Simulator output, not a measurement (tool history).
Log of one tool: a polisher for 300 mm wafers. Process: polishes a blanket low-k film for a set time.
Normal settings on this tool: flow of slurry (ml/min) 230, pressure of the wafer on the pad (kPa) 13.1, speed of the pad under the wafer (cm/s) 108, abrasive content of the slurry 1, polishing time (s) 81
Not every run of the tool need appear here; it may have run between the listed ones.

run	hour	flow of slurry (ml/min)	pressure of the wafer on the pad (kPa)	speed of the pad under the wafer (cm/s)	abrasive content of the slurry	polishing time (s)	incoming thickness of the incoming film, nm	film removed (nm)
1	0.0	230	13.1	108	1	81	423.1	42.4
2	38.8	230	13.1	108	1	81	421.5	42.7
# hour 47.3: slurry nozzle cleaned
# hour 73.7: slurry blender recalibrated
3	106.5	230	13.1	108	1	81	419.9	42.7
# hour 147.8: worn pad replaced by a new one
# hour 166.6: conditioning disc replaced and pad reconditioned
4	177.4	230	13.1	108	1	81	421.5	42.1
5	210.7	230	13.1	108	1	81	413.0	42.4
6	256.5	230	13.1	108	1	81	415.7	43.2
7	308.9	230	13.1	108	1	81	420.0	42.3
# hour 372.4: slurry blender recalibrated
8	375.2	230	13.1	108	1	81	416.9	42.7
# hour 419.2: head pressure recalibrated
9	439.9	230	13.1	108	1	81	429.4	42.3
10	475.4	290	13.1	108	1	81	416.2	43.6
# hour 502.1: conditioning disc replaced and pad reconditioned
# hour 502.9: worn pad replaced by a new one
11	503.4	230	13.1	108	1	81	421.8	42.9
12	568.7	230	13.1	108	1	81	412.6	43.1
13	617.1	230	13.1	108	1	81	417.9	43.2
# hour 644.0: slurry nozzle cleaned
14	668.7	230	13.1	108	1	81	420.6	42.0

Run 15 comes next. What will it give?
# hour 677.7: slurry blender recalibrated
15	710.4	230	13.1	108	1	81	423.4	?

film removed (nm): 42.9
Had the tool carried no hidden state, the very same run would have given film removed (nm) 42.9.

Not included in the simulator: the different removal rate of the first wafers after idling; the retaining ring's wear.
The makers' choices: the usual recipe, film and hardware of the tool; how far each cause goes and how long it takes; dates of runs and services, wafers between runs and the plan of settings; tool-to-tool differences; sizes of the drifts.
